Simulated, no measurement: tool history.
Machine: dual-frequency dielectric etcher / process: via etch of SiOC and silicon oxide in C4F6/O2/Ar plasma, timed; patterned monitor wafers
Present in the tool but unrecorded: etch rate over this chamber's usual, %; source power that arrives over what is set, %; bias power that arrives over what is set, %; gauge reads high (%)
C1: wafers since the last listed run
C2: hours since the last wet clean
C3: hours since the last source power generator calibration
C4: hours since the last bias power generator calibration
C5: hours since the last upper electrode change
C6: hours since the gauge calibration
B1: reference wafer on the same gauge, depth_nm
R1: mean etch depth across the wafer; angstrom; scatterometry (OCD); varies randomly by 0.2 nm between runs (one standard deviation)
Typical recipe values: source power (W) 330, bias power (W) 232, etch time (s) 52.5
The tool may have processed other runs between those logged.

run 1 hour=0.0 | source_power_(W)=330 bias_power_(W)=232 etch_time_(s)=52.5 | C1=0 C2=335.1 C3=2690.4 C4=3237.3 C5=4095.0 C6=152.2 | B1=71.6 | R1=602
run 2 hour=38.3 | source_power_(W)=330 bias_power_(W)=232 etch_time_(s)=52.5 | C1=401 C2=373.4 C3=2728.7 C4=3275.6 C5=4133.3 C6=190.5 | B1=71.6 | R1=607
-- hour=79.6 wet clean of the chamber
run 3 hour=112.5 | source_power_(W)=330 bias_power_(W)=232 etch_time_(s)=52.5 | C1=525 C2=32.9 C3=2802.9 C4=3349.8 C5=4207.5 C6=264.7 | B1=71.6 | R1=599
run 4 hour=143.4 | source_power_(W)=330 bias_power_(W)=261 etch_time_(s)=52.5 | C1=323 C2=63.8 C3=2833.8 C4=3380.7 C5=4238.4 C6=295.6 | B1=71.6 | R1=620
run 5 hour=169.7 | source_power_(W)=330 bias_power_(W)=232 etch_time_(s)=52.5 | C1=275 C2=90.1 C3=2860.1 C4=3407.0 C5=4264.7 C6=321.9 | B1=71.6 | R1=601
run 6 hour=212.1 | source_power_(W)=330 bias_power_(W)=232 etch_time_(s)=52.5 | C1=444 C2=132.5 C3=2902.5 C4=3449.4 C5=4307.1 C6=364.3 | B1=71.6 | R1=599
run 7 hour=246.1 | source_power_(W)=330 bias_power_(W)=232 etch_time_(s)=40.0 | C1=356 C2=166.5 C3=2936.5 C4=3483.4 C5=4341.1 C6=398.3 | B1=71.5 | R1=459
run 8 hour=313.8 | source_power_(W)=330 bias_power_(W)=232 etch_time_(s)=40.0 | C1=709 C2=234.2 C3=3004.2 C4=3551.1 C5=4408.8 C6=466.0 | B1=71.6 | R1=461
run 9 hour=362.7 | source_power_(W)=330 bias_power_(W)=232 etch_time_(s)=52.5 | C1=512 C2=283.1 C3=3053.1 C4=3600.0 C5=4457.7 C6=514.9 | B1=71.6 | R1=606
-- hour=399.6 bias power generator calibrated
-- hour=412.1 source power generator calibrated
run 10 hour=412.6 | source_power_(W)=330 bias_power_(W)=232 etch_time_(s)=52.5 | C1=439 C2=333.0 C3=0.5 C4=13.0 C5=4507.6 C6=564.8 | B1=71.6 | R1=610
-- hour=438.6 wet clean of the chamber
-- hour=490.3 upper electrode replaced
run 11 hour=490.8 | source_power_(W)=330 bias_power_(W)=232 etch_time_(s)=52.5 | C1=316 C2=52.2 C3=78.7 C4=91.2 C5=0.5 C6=643.0 | B1=71.7 | R1=599
run 12 hour=542.5 | source_power_(W)=370 bias_power_(W)=212 etch_time_(s)=52.5 | C1=541 C2=103.9 C3=130.4 C4=142.9 C5=52.2 C6=694.7 | B1=71.6 | R1=623
run 13 hour=599.7 | source_power_(W)=330 bias_power_(W)=232 etch_time_(s)=52.5 | C1=599 C2=161.1 C3=187.6 C4=200.1 C5=109.4 C6=751.9 | B1=71.6 | R1=603
run 14 hour=630.3 | source_power_(W)=380 bias_power_(W)=232 etch_time_(s)=52.5 | C1=320 C2=191.7 C3=218.2 C4=230.7 C5=140.0 C6=782.5 | B1=71.6 | R1=654
run 15 hour=690.7 | source_power_(W)=380 bias_power_(W)=267 etch_time_(s)=52.5 | C1=632 C2=252.1 C3=278.6 C4=291.1 C5=200.4 C6=842.9 | B1=71.6 | R1=689
-- hour=709.2 gauge calibrated
run 16 hour=728.9 | source_power_(W)=330 bias_power_(W)=267 etch_time_(s)=52.5 | C1=400 C2=290.3 C3=316.8 C4=329.3 C5=238.6 C6=19.7 | B1=71.7 | R1=637
run 17 hour=771.7 | source_power_(W)=310 bias_power_(W)=232 etch_time_(s)=63.0 | C1=448 C2=333.1 C3=359.6 C4=372.1 C5=281.4 C6=62.5 | B1=71.7 | R1=706
-- hour=819.7 wet clean of the chamber
run 18 hour=820.2 | source_power_(W)=330 bias_power_(W)=232 etch_time_(s)=40.0 | C1=256 C2=0.5 C3=408.1 C4=420.6 C5=329.9 C6=111.0 | B1=71.6 | R1=453
run 19 hour=874.4 | source_power_(W)=390 bias_power_(W)=203 etch_time_(s)=43.0 | C1=567 C2=54.7 C3=462.3 C4=474.8 C5=384.1 C6=165.2 | B1=71.6 | R1=511
run 20 hour=904.7 | source_power_(W)=330 bias_power_(W)=232 etch_time_(s)=52.5 | C1=317 C2=85.0 C3=492.6 C4=505.1 C5=414.4 C6=195.5 | B1=71.6 | R1=601
run 21 hour=970.9 | source_power_(W)=330 bias_power_(W)=202 etch_time_(s)=52.5 | C1=693 C2=151.2 C3=558.8 C4=571.3 C5=480.6 C6=261.7 | B1=71.6 | R1=574
run 22 hour=1009.6 | source_power_(W)=330 bias_power_(W)=181 etch_time_(s)=45.0 | C1=405 C2=189.9 C3=597.5 C4=610.0 C5=519.3 C6=300.4 | B1=71.6 | R1=476
run 23 hour=1075.8 | source_power_(W)=300 bias_power_(W)=196 etch_time_(s)=36.5 | C1=693 C2=256.1 C3=663.7 C4=676.2 C5=585.5 C6=366.6 | B1=71.7 | R1=377

What if the next run were any one of these 5? Each begins from the tool's condition after run 23:
run A hour=1076.2 | source_power_(W)=330 bias_power_(W)=232 etch_time_(s)=52.5 | C1=4 C2=256.5 C3=664.1 C4=676.6 C5=585.9 C6=367.0 | B1=? | R1=?
run B hour=1076.2 | source_power_(W)=400 bias_power_(W)=250 etch_time_(s)=58.5 | C1=4 C2=256.5 C3=664.1 C4=676.6 C5=585.9 C6=367.0 | B1=? | R1=?
run C hour=1076.2 | source_power_(W)=390 bias_power_(W)=278 etch_time_(s)=40.0 | C1=4 C2=256.5 C3=664.1 C4=676.6 C5=585.9 C6=367.0 | B1=? | R1=?
run D hour=1076.2 | source_power_(W)=330 bias_power_(W)=254 etch_time_(s)=38.5 | C1=4 C2=256.5 C3=664.1 C4=676.6 C5=585.9 C6=367.0 | B1=? | R1=?
run E hour=1076.2 | source_power_(W)=360 bias_power_(W)=210 etch_time_(s)=65.5 | C1=4 C2=256.5 C3=664.1 C4=676.6 C5=585.9 C6=367.0 | B1=? | R1=?

run=A B1=71.6 R1=605
run=B B1=71.6 R1=765
run=C B1=71.6 R1=534
run=D B1=71.6 R1=457
run=E B1=71.6 R1=767
With no hidden state in the tool, these same runs would have given:
run=A R1=598
run=B R1=756
run=C R1=528
run=D R1=452
run=E R1=759

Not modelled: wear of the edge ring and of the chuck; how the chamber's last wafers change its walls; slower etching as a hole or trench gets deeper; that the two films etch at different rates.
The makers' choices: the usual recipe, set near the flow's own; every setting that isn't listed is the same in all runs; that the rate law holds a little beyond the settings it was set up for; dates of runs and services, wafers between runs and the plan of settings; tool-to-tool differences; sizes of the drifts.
